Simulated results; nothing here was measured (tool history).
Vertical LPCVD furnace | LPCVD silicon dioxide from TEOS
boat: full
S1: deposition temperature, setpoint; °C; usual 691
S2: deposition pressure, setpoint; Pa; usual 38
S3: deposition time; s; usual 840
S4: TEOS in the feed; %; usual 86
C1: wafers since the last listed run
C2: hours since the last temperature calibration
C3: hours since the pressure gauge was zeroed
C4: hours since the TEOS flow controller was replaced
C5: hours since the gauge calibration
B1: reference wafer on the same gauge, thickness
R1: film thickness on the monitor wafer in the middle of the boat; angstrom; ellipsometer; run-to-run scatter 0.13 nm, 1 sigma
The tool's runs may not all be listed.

| run | day | S1 | S2 | S3 | S4 | C1 | C2 | C3 | C4 | C5 | B1 | R1 |
|---|---|---|---|---|---|---|---|---|---|---|---|---|
| 1 | 0 | 682 | 38 | 1050 | 86 | 0 | 1659.5 | 2129.9 | 3690.2 | 110.8 | 80.5 | 967 |
| 2 | 0.842 | 682 | 38 | 1050 | 86 | 208 | 1679.7 | 2150.1 | 3710.4 | 131 | 80.5 | 965 |
| 3 | 1.946 | 682 | 38 | 1050 | 86 | 273 | 1706.2 | 2176.6 | 3736.9 | 157.5 | 80.49 | 963.5 |
| 4 | 2.592 | 691 | 38 | 840 | 95 | 159 | 1721.7 | 2192.1 | 3752.4 | 173 | 80.47 | 1003.3 |
| 5 | 3.421 | 691 | 38 | 840 | 95 | 205 | 1741.6 | 2212 | 3772.3 | 192.9 | 80.52 | 1007.4 |
| 6 | 4.662 | 691 | 38 | 840 | 95 | 307 | 1771.4 | 2241.8 | 3802.1 | 222.7 | 80.48 | 1004 |
| 7 | 5.338 | 691 | 38 | 960 | 86 | 166 | 1787.6 | 2258 | 3818.3 | 238.9 | 80.5 | 1091.4 |
| 8 | 6.058 | 691 | 38 | 960 | 86 | 178 | 1804.9 | 2275.3 | 3835.6 | 256.2 | 80.51 | 1092.7 |
|  | 8.325 | thermocouples replaced and temperature profile calibrated |
| 9 | 8.346 | 691 | 38 | 960 | 86 | 318 | 0.5 | 2330.2 | 3890.5 | 311.1 | 80.52 | 1024.4 |
| 10 | 8.55 | 691 | 42 | 840 | 95 | 50 | 5.4 | 2335.1 | 3895.4 | 316 | 80.5 | 992.3 |
|  | 9.1 | gauge calibrated |
| 11 | 9.108 | 691 | 38 | 840 | 86 | 138 | 18.8 | 2348.5 | 3908.8 | 0.2 | 80.5 | 899.9 |
| 12 | 10.362 | 694 | 46.7 | 840 | 95 | 310 | 48.9 | 2378.6 | 3938.9 | 30.3 | 80.5 | 1125.5 |
| 13 | 11.492 | 691 | 38 | 840 | 97 | 279 | 76 | 2405.7 | 3966 | 57.4 | 80.5 | 958 |
|  | 12.588 | pressure gauge zeroed |
| 14 | 12.862 | 697 | 44.7 | 690 | 70 | 91 | 108.9 | 6.6 | 3998.9 | 90.3 | 80.51 | 837.1 |
|  | 14.625 | TEOS flow controller replaced |
| 15 | 14.646 | 691 | 38 | 840 | 92 | 193 | 151.7 | 49.4 | 0.5 | 133.1 | 80.51 | 940.9 |
| 16 | 15.292 | 691 | 38 | 690 | 86 | 159 | 167.2 | 64.9 | 16 | 148.6 | 80.5 | 750.5 |
| 17 | 16.229 | 698 | 38 | 840 | 86 | 231 | 189.7 | 87.4 | 38.5 | 171.1 | 80.5 | 1075.9 |
| 18 | 16.904 | 691 | 38 | 1020 | 86 | 166 | 205.9 | 103.6 | 54.7 | 187.3 | 80.49 | 1111.2 |
| 19 | 17.804 | 691 | 42.7 | 690 | 86 | 222 | 227.5 | 125.2 | 76.3 | 208.9 | 80.49 | 797.5 |
| 20 | 18.925 | 691 | 38 | 840 | 86 | 277 | 254.4 | 152.1 | 103.2 | 235.8 | 80.5 | 919.8 |

3 options for the next run, each taken on its own from the tool as it stands now. Forecast them:
| A | 19.133 | 685 | 38 | 840 | 86 | 51 | 259.4 | 157.1 | 108.2 | 240.8 | ? | ? |
| B | 19.133 | 691 | 38 | 1110 | 86 | 51 | 259.4 | 157.1 | 108.2 | 240.8 | ? | ? |
| C | 19.133 | 691 | 31.3 | 1050 | 86 | 51 | 259.4 | 157.1 | 108.2 | 240.8 | ? | ? |

| run | B1 | R1 |
|---|---|---|
| A | 80.51 | 795.7 |
| B | 80.51 | 1212.6 |
| C | 80.51 | 1041.6 |
Without the tool's unlogged condition, the same runs would have read:
| run | R1 |
|---|---|
| A | 767.6 |
| B | 1170.4 |
| C | 1005.3 |
